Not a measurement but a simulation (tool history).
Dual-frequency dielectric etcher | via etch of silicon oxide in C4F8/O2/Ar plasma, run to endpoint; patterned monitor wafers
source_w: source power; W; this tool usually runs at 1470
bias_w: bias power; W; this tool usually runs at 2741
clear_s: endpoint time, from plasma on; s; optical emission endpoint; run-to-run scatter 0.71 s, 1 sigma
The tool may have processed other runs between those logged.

run	day	source_w	bias_w	incoming incoming film thickness, nm	clear_s
1	0	1470	2741	1247	239.5
2	1.383	1470	2741	1233	237.6
3	1.896	1470	2741	1259.8	244.1
4	3.383	1230	2741	1250	262.8
5	4.45	1230	2741	1253.2	265.2
6	5.85	1230	2741	1256.7	264.9
7	6.883	1470	3227	1248.9	232.2
8	7.808	1470	3227	1243.6	233.4
9	8.371	1270	2741	1256.4	262.2
10	9.767	1620	2741	1251.8	233.5
11	10.542	1620	2741	1250.4	235.1
# day 11.783: wet clean of the chamber
12	11.804	1620	2741	1257.2	229.3
13	14.738	1470	2741	1246.6	238.2
14	15.429	1470	2741	1241.8	238
15	16.888	1280	2741	1249.5	255.3
# day 17.858: bias power generator calibrated
16	18.283	1560	3240	1253	225.1
17	19.775	1470	2741	1261.5	243.1
18	21.125	1270	3038	1248.7	251
# day 23.742: source power generator calibrated
# day 23.908: upper electrode replaced
19	24.096	1470	2741	1246.6	242
20	24.783	1600	2937	1233.2	226.9
21	25.508	1280	2476	1253.2	266.3
22	26.354	1350	3033	1257.1	248.8
23	27.088	1120	3241	1251.9	265.8
24	28.517	1830	2741	1246.8	221.5
# day 29.979: wet clean of the chamber
25	30	1810	3251	1239	207.3
26	31.008	1280	2926	1250.2	250.5
27	32.275	1600	2741	1242.9	228.6
28	33.608	1470	2741	1251.9	240.1

Predict each of these 5 candidate next runs independently; none follows another, all start after run 28:
A	33.629	1470	2741	1257.4	?
B	33.629	1320	2508	1257.4	?
C	33.629	1230	3288	1257.4	?
D	33.629	1600	3121	1257.4	?
E	33.629	1690	2474	1257.4	?

run	clear_s
A	240.1
B	257.9
C	248.6
D	223.5
E	231.1
What these runs would have given with no unlogged condition in the tool:
run	clear_s
A	238.6
B	256.2
C	247
D	222.1
E	229.6

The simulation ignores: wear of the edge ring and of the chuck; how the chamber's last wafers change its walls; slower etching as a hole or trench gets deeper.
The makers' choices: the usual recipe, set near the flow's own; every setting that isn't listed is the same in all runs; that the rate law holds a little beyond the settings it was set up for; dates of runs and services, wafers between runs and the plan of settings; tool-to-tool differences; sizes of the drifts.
